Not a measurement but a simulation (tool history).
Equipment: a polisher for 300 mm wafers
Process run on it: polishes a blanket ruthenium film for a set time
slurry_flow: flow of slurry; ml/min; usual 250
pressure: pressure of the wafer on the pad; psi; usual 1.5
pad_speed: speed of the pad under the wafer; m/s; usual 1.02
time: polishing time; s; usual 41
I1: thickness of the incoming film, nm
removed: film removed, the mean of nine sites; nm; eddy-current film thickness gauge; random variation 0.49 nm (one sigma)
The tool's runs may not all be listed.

run 1 hour=0 | slurry_flow=250 pressure=1.5 pad_speed=1.02 time=41 | I1=374.8 | removed=34.2
run 2 hour=58.1 | slurry_flow=250 pressure=1.5 pad_speed=1.02 time=41 | I1=377.7 | removed=34.8
-- hour=87.4 worn pad replaced by a new one
run 3 hour=87.9 | slurry_flow=250 pressure=1.5 pad_speed=1.02 time=41 | I1=385.3 | removed=33.6
run 4 hour=279.8 | slurry_flow=250 pressure=1.5 pad_speed=1.02 time=41 | I1=377.5 | removed=34.4
-- hour=314.6 worn pad replaced by a new one
run 5 hour=324.9 | slurry_flow=250 pressure=1.5 pad_speed=1.02 time=41 | I1=388.1 | removed=33.1
run 6 hour=394.4 | slurry_flow=250 pressure=1.5 pad_speed=1.02 time=31 | I1=371.7 | removed=25
run 7 hour=425.6 | slurry_flow=250 pressure=1.5 pad_speed=1.02 time=31 | I1=382.3 | removed=25.1
run 8 hour=486.2 | slurry_flow=250 pressure=1.5 pad_speed=1.02 time=31 | I1=382.6 | removed=24.9
run 9 hour=527.1 | slurry_flow=250 pressure=1.5 pad_speed=1.02 time=41 | I1=380 | removed=33.1
-- hour=583.9 worn pad replaced by a new one
run 10 hour=586.5 | slurry_flow=250 pressure=1.5 pad_speed=1.02 time=41 | I1=381.1 | removed=32.8
-- hour=610.1 head pressure recalibrated
run 11 hour=613.5 | slurry_flow=250 pressure=1.5 pad_speed=1.32 time=41 | I1=380.2 | removed=46
-- hour=640.9 slurry nozzle cleaned
run 12 hour=662.6 | slurry_flow=295 pressure=1.3 pad_speed=1.02 time=41 | I1=380.5 | removed=31.3
run 13 hour=731.1 | slurry_flow=205 pressure=1.5 pad_speed=1.14 time=41 | I1=373.5 | removed=38
run 14 hour=790.9 | slurry_flow=205 pressure=1.5 pad_speed=1.14 time=41 | I1=384.9 | removed=38
-- hour=842.1 worn pad replaced by a new one
run 15 hour=860.2 | slurry_flow=250 pressure=1.3 pad_speed=0.76 time=29 | I1=377.8 | removed=16.7
run 16 hour=905.2 | slurry_flow=310 pressure=1.2 pad_speed=1.02 time=41 | I1=382.2 | removed=28.9
run 17 hour=971.3 | slurry_flow=250 pressure=1.5 pad_speed=1.02 time=41 | I1=384 | removed=35.3
run 18 hour=1017.2 | slurry_flow=250 pressure=1.5 pad_speed=1.02 time=31 | I1=382.6 | removed=27
-- hour=1062.7 worn pad replaced by a new one
run 19 hour=1229.9 | slurry_flow=195 pressure=1.5 pad_speed=0.8 time=32 | I1=379.6 | removed=21.2
run 20 hour=1272.8 | slurry_flow=310 pressure=1.8 pad_speed=1.02 time=41 | I1=379.7 | removed=41.9

Results per run with the tool's hidden condition removed, run-to-run variation unchanged:
What the log doesn't record here: removal rate lost through wear of the pad, %; slurry flow missing at the pad, %; deviation of the head's pressure from its setpoint, %.
run=1 removed=35.5
run=2 removed=36.2
run=3 removed=35.1
run=4 removed=36.4
run=5 removed=35.2
run=6 removed=26.8
run=7 removed=26.9
run=8 removed=26.9
run=9 removed=35.9
run=10 removed=35.8
run=11 removed=46
run=12 removed=31.4
run=13 removed=38.1
run=14 removed=38.1
run=15 removed=16.7
run=16 removed=29
run=17 removed=35.5
run=18 removed=27.2
run=19 removed=21.6
run=20 removed=42.7

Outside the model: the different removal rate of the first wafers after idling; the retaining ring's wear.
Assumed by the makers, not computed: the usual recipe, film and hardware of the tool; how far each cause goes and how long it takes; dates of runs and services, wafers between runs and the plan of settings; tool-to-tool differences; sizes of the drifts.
